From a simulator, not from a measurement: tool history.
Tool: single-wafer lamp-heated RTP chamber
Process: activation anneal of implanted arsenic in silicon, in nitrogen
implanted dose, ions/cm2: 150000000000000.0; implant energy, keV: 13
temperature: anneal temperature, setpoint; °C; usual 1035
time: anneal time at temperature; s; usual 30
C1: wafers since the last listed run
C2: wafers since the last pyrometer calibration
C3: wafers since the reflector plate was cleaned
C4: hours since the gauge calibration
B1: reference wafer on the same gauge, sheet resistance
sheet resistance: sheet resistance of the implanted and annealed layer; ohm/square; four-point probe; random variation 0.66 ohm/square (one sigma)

run 1 hour=0 | temperature=1035 time=30 | C1=0 C2=6132 C3=9559 C4=1496.4 | B1=499.78 | sheet_resistance=439.91
-- hour=18.3 pyrometer window cleaned and pyrometer calibrated
run 2 hour=50 | temperature=1041 time=20 | C1=539 C2=407 C3=10099 C4=1546.4 | B1=499.94 | sheet_resistance=442.68
run 3 hour=98.8 | temperature=1041 time=20 | C1=626 C2=1033 C3=10725 C4=1595.2 | B1=500.15 | sheet_resistance=442.56
-- hour=137.9 reflector plate cleaned
run 4 hour=145.6 | temperature=1035 time=34 | C1=498 C2=1531 C3=99 C4=1642 | B1=500 | sheet_resistance=439.91
run 5 hour=206.5 | temperature=1035 time=34 | C1=781 C2=2313 C3=881 C4=1702.9 | B1=499.9 | sheet_resistance=440.37
run 6 hour=240.7 | temperature=1035 time=34 | C1=439 C2=2752 C3=1320 C4=1737.1 | B1=499.93 | sheet_resistance=439.46
run 7 hour=268.9 | temperature=1026 time=40 | C1=362 C2=3115 C3=1682 C4=1765.3 | B1=500.01 | sheet_resistance=440.31
run 8 hour=300.2 | temperature=1035 time=30 | C1=401 C2=3516 C3=2084 C4=1796.6 | B1=500.02 | sheet_resistance=440.66
run 9 hour=331.1 | temperature=1035 time=30 | C1=396 C2=3913 C3=2480 C4=1827.5 | B1=499.93 | sheet_resistance=441.89
run 10 hour=398 | temperature=1035 time=30 | C1=858 C2=4772 C3=3339 C4=1894.4 | B1=500.05 | sheet_resistance=441.17
run 11 hour=426.7 | temperature=1035 time=30 | C1=368 C2=5141 C3=3708 C4=1923.1 | B1=499.79 | sheet_resistance=439.62
run 12 hour=469 | temperature=1027 time=21 | C1=543 C2=5684 C3=4251 C4=1965.4 | B1=500.06 | sheet_resistance=444.29
-- hour=486.4 pyrometer window cleaned and pyrometer calibrated
run 13 hour=503.4 | temperature=1027 time=21 | C1=338 C2=218 C3=4590 C4=1999.8 | B1=499.95 | sheet_resistance=445.01
run 14 hour=533.3 | temperature=1035 time=42 | C1=383 C2=602 C3=4974 C4=2029.7 | B1=500.04 | sheet_resistance=435.69
run 15 hour=577 | temperature=1035 time=30 | C1=561 C2=1163 C3=5535 C4=2073.4 | B1=499.82 | sheet_resistance=440.4
run 16 hour=644.7 | temperature=1027 time=21 | C1=869 C2=2032 C3=6404 C4=2141.1 | B1=499.98 | sheet_resistance=445.75
run 17 hour=674.6 | temperature=1035 time=21 | C1=383 C2=2416 C3=6788 C4=2171 | B1=499.97 | sheet_resistance=443.56
run 18 hour=708.9 | temperature=1035 time=30 | C1=440 C2=2857 C3=7228 C4=2205.3 | B1=499.93 | sheet_resistance=440.19
run 19 hour=735.6 | temperature=1021 time=17 | C1=342 C2=3199 C3=7571 C4=2232 | B1=499.97 | sheet_resistance=448.25
run 20 hour=796.5 | temperature=1035 time=30 | C1=781 C2=3981 C3=8353 C4=2292.9 | B1=499.98 | sheet_resistance=439.14
run 21 hour=828.3 | temperature=1035 time=44 | C1=408 C2=4390 C3=8761 C4=2324.7 | B1=499.79 | sheet_resistance=435.17
run 22 hour=863.1 | temperature=1056 time=37 | C1=446 C2=4836 C3=9208 C4=2359.5 | B1=500.09 | sheet_resistance=429.48
-- hour=957.4 pyrometer window cleaned and pyrometer calibrated
run 23 hour=980.1 | temperature=1060 time=30 | C1=1399 C2=291 C3=10608 C4=2476.5 | B1=499.99 | sheet_resistance=430.81
-- hour=1038.1 reflector plate cleaned
run 24 hour=1049.7 | temperature=1053 time=48 | C1=790 C2=1082 C3=149 C4=2546.1 | B1=500.05 | sheet_resistance=429.6
-- hour=1111.8 gauge calibrated
run 25 hour=1120.8 | temperature=1064 time=44 | C1=912 C2=1995 C3=1062 C4=9 | B1=500.05 | sheet_resistance=424.65
run 26 hour=1182.9 | temperature=1025 time=42 | C1=797 C2=2792 C3=1859 C4=71.1 | B1=500 | sheet_resistance=440.47
run 27 hour=1254.4 | temperature=1035 time=30 | C1=918 C2=3710 C3=2777 C4=142.6 | B1=499.96 | sheet_resistance=441.24
run 28 hour=1325 | temperature=1060 time=16 | C1=906 C2=4617 C3=3684 C4=213.2 | B1=499.92 | sheet_resistance=441.78
run 29 hour=1352.3 | temperature=1007 time=21 | C1=350 C2=4967 C3=4034 C4=240.5 | B1=499.92 | sheet_resistance=449.35
run 30 hour=1412.1 | temperature=1026 time=40 | C1=767 C2=5735 C3=4802 C4=300.3 | B1=500.01 | sheet_resistance=438.77
run 31 hour=1461.2 | temperature=1010 time=47 | C1=630 C2=6366 C3=5432 C4=349.4 | B1=500.01 | sheet_resistance=441.48
-- hour=1494.3 pyrometer window cleaned and pyrometer calibrated
run 32 hour=1496.7 | temperature=1023 time=39 | C1=353 C2=30 C3=5786 C4=384.9 | B1=500.06 | sheet_resistance=440.57
run 33 hour=1555.5 | temperature=1049 time=30 | C1=754 C2=785 C3=6540 C4=443.7 | B1=500.16 | sheet_resistance=435.25
run 34 hour=1610.5 | temperature=1050 time=30 | C1=706 C2=1491 C3=7247 C4=498.7 | B1=500.1 | sheet_resistance=434.63
run 35 hour=1635.8 | temperature=1055 time=35 | C1=324 C2=1816 C3=7571 C4=524 | B1=499.92 | sheet_resistance=430.93
run 36 hour=1672.5 | temperature=1055 time=23 | C1=471 C2=2287 C3=8043 C4=560.7 | B1=499.88 | sheet_resistance=437.89

5 ways to go on from here, each from the tool as it stands after run 36. What would each give?
run A hour=1672.9 | temperature=1035 time=46 | C1=5 C2=2292 C3=8048 C4=561.1 | B1=? | sheet_resistance=?
run B hour=1672.9 | temperature=1061 time=38 | C1=5 C2=2292 C3=8048 C4=561.1 | B1=? | sheet_resistance=?
run C hour=1672.9 | temperature=1035 time=16 | C1=5 C2=2292 C3=8048 C4=561.1 | B1=? | sheet_resistance=?
run D hour=1672.9 | temperature=1015 time=17 | C1=5 C2=2292 C3=8048 C4=561.1 | B1=? | sheet_resistance=?
run E hour=1672.9 | temperature=1062 time=47 | C1=5 C2=2292 C3=8048 C4=561.1 | B1=? | sheet_resistance=?

run=A B1=499.98 sheet_resistance=434.06
run=B B1=499.98 sheet_resistance=426.94
run=C B1=499.98 sheet_resistance=446.29
run=D B1=499.98 sheet_resistance=449.12
run=E B1=499.98 sheet_resistance=422.14
Without the tool's hidden state the same runs would have given:
run=A sheet_resistance=436.79
run=B sheet_resistance=430.28
run=C sheet_resistance=447.68
run=D sheet_resistance=450.17
run=E sheet_resistance=425.89

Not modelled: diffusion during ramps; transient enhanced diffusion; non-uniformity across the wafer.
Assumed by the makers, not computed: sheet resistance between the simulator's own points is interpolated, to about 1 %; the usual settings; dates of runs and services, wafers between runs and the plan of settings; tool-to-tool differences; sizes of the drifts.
